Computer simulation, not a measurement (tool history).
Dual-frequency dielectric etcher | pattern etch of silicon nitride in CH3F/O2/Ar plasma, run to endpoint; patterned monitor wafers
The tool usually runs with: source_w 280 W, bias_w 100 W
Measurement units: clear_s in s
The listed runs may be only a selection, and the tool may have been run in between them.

run,hour,source_w,bias_w,wafers since the last listed run,hours since the last wet clean,hours since the last source power generator calibration,hours since the last bias power generator calibration,hours since the last upper electrode change,"incoming incoming film thickness, nm",clear_s
1,0.0,280,100,0,136.2,2023.5,2489.5,2938.4,31.66,53.9
2,73.7,280,106,1216,209.9,2097.2,2563.2,3012.1,32.33,53.0
3,112.6,280,106,641,248.8,2136.1,2602.1,3051.0,32.20,53.7
4,161.9,280,106,813,298.1,2185.4,2651.4,3100.3,32.08,53.3
5,246.4,280,100,1394,382.6,2269.9,2735.9,3184.8,32.01,55.8
6,344.2,280,100,1613,480.4,2367.7,2833.7,3282.6,32.05,56.3
# hour 399.7: wet clean of the chamber
7,400.2,280,100,528,0.5,2423.7,2889.7,3338.6,31.78,53.3
8,454.5,280,100,895,54.8,2478.0,2944.0,3392.9,31.75,53.0
9,511.0,280,100,932,111.3,2534.5,3000.5,3449.4,32.12,54.2
10,549.6,280,100,636,149.9,2573.1,3039.1,3488.0,32.08,54.3
11,589.6,260,100,660,189.9,2613.1,3079.1,3528.0,32.06,55.9
12,644.1,230,100,899,244.4,2667.6,3133.6,3582.5,31.96,58.5
13,687.0,230,100,707,287.3,2710.5,3176.5,3625.4,32.21,59.1
14,750.8,230,100,1052,351.1,2774.3,3240.3,3689.2,32.04,58.7
# hour 764.7: source power generator calibrated
15,807.6,280,91,871,407.9,42.9,3297.1,3746.0,31.67,57.1
# hour 924.0: wet clean of the chamber
16,1106.3,280,100,4532,182.3,341.6,3595.8,4044.7,32.03,54.1
17,1212.7,220,83,1755,288.7,448.0,3702.2,4151.1,31.89,66.3
# hour 1240.8: upper electrode replaced
18,1300.5,230,86,1052,376.5,535.8,3790.0,59.7,31.84,64.0
19,1379.6,310,83,1305,455.6,614.9,3869.1,138.8,31.97,60.1
# hour 1458.0: wet clean of the chamber
20,1468.3,280,100,1067,10.3,703.6,3957.8,227.5,31.96,53.0
21,1556.3,350,100,1452,98.3,791.6,4045.8,315.5,32.26,50.0
22,1607.5,280,100,844,149.5,842.8,4097.0,366.7,31.98,54.0
# hour 1687.5: bias power generator calibrated
23,1696.9,280,100,1409,238.9,932.2,9.4,456.1,31.92,53.9
24,1756.0,240,80,975,298.0,991.3,68.5,515.2,32.43,66.8
25,1863.0,320,100,1765,405.0,1098.3,175.5,622.2,31.76,52.5
26,1947.9,250,112,1400,489.9,1183.2,260.4,707.1,31.77,53.6
# hour 2046.6: wet clean of the chamber
27,2047.1,250,89,1240,0.5,1282.4,359.6,806.3,31.68,58.5
28,2086.6,300,115,651,40.0,1321.9,399.1,845.8,32.05,48.0
29,2136.1,310,117,816,89.5,1371.4,448.6,895.3,32.29,47.5
30,2175.0,280,100,641,128.4,1410.3,487.5,934.2,31.79,53.4
31,2252.3,310,100,1275,205.7,1487.6,564.8,1011.5,31.73,51.7
32,2346.1,280,100,1547,299.5,1581.4,658.6,1105.3,31.62,53.8

The tool's hidden state at each run:
bias power that arrives over what is set, %: 0 across all the runs
H1: etch rate over this chamber's usual, %
H2: source power that arrives over what is set, %
run,H1,H2
1,-1.45,-5.29
2,-2.11,-5.33
3,-2.45,-5.35
4,-2.89,-5.38
5,-3.65,-5.41
6,-4.52,-5.45
7,0.186,-5.47
8,-0.298,-5.49
9,-0.802,-5.51
10,-1.15,-5.52
11,-1.5,-5.53
12,-1.99,-5.55
13,-2.37,-5.56
14,-2.94,-5.58
15,-3.45,-0.546
16,-1.99,-2.04
17,-2.94,-2.45
18,-3.72,-2.76
19,-4.43,-3.01
20,0.159,-3.26
21,-0.626,-3.49
22,-1.08,-3.61
23,-1.88,-3.81
24,-2.41,-3.92
25,-3.36,-4.12
26,-4.12,-4.25
27,0.885,-4.4
28,0.533,-4.45
29,0.0916,-4.51
30,-0.255,-4.56
31,-0.944,-4.65
32,-1.78,-4.74
